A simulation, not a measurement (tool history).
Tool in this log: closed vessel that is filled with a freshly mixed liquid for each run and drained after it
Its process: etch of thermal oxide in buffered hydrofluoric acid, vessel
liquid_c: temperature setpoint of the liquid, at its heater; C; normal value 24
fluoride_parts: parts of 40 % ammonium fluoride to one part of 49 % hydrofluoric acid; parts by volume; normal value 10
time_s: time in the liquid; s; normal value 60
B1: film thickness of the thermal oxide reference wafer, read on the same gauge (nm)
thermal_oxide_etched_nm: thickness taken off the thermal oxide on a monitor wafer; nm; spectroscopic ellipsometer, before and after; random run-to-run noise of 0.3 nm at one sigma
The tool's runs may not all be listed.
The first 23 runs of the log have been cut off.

{"hour": 618.0, "done": "hydrofluoric acid flow meter replaced"}
{"run": 24, "hour": 630.8, "liquid_c": 24, "fluoride_parts": 10, "time_s": 80, "B1": 30, "thermal_oxide_etched_nm": 89.96}
{"run": 25, "hour": 659.6, "liquid_c": 24, "fluoride_parts": 7.5, "time_s": 60, "B1": 30.01, "thermal_oxide_etched_nm": 88.2}
{"run": 26, "hour": 686.1, "liquid_c": 21, "fluoride_parts": 10, "time_s": 35, "B1": 30.01, "thermal_oxide_etched_nm": 33.46}
{"run": 27, "hour": 701.9, "liquid_c": 28, "fluoride_parts": 7, "time_s": 60, "B1": 29.97, "thermal_oxide_etched_nm": 117.01}
{"run": 28, "hour": 715.7, "liquid_c": 21.5, "fluoride_parts": 8, "time_s": 75, "B1": 30.04, "thermal_oxide_etched_nm": 89.67}
{"run": 29, "hour": 729.3, "liquid_c": 21.5, "fluoride_parts": 8, "time_s": 45, "B1": 29.97, "thermal_oxide_etched_nm": 54.06}
{"run": 30, "hour": 762.3, "liquid_c": 28, "fluoride_parts": 10, "time_s": 50, "B1": 30.03, "thermal_oxide_etched_nm": 70.61}
{"run": 31, "hour": 788.5, "liquid_c": 24, "fluoride_parts": 10, "time_s": 60, "B1": 30.02, "thermal_oxide_etched_nm": 67.69}
{"run": 32, "hour": 821.5, "liquid_c": 24, "fluoride_parts": 6.5, "time_s": 75, "B1": 30.02, "thermal_oxide_etched_nm": 128.5}
{"run": 33, "hour": 838.9, "liquid_c": 28, "fluoride_parts": 11.5, "time_s": 75, "B1": 30.01, "thermal_oxide_etched_nm": 92.97}

What if the next run were any one of these 4? Each begins from the tool's condition after run 33:
{"run": "A", "hour": 839.6, "liquid_c": 24, "fluoride_parts": 10, "time_s": 60, "B1": "?", "thermal_oxide_etched_nm": "?"}
{"run": "B", "hour": 839.6, "liquid_c": 20, "fluoride_parts": 10, "time_s": 60, "B1": "?", "thermal_oxide_etched_nm": "?"}
{"run": "C", "hour": 839.6, "liquid_c": 20, "fluoride_parts": 12.5, "time_s": 75, "B1": "?", "thermal_oxide_etched_nm": "?"}
{"run": "D", "hour": 839.6, "liquid_c": 26, "fluoride_parts": 12, "time_s": 95, "B1": "?", "thermal_oxide_etched_nm": "?"}

run=A B1=30.03 thermal_oxide_etched_nm=68.55
run=B B1=30.03 thermal_oxide_etched_nm=54.99
run=C B1=30.03 thermal_oxide_etched_nm=55.29
run=D B1=30.03 thermal_oxide_etched_nm=101.25
Take away the tool's hidden state, keep each run's random variation, and the runs would have read:
run=A thermal_oxide_etched_nm=67.11
run=B thermal_oxide_etched_nm=53.81
run=C thermal_oxide_etched_nm=54.09
run=D thermal_oxide_etched_nm=99.15
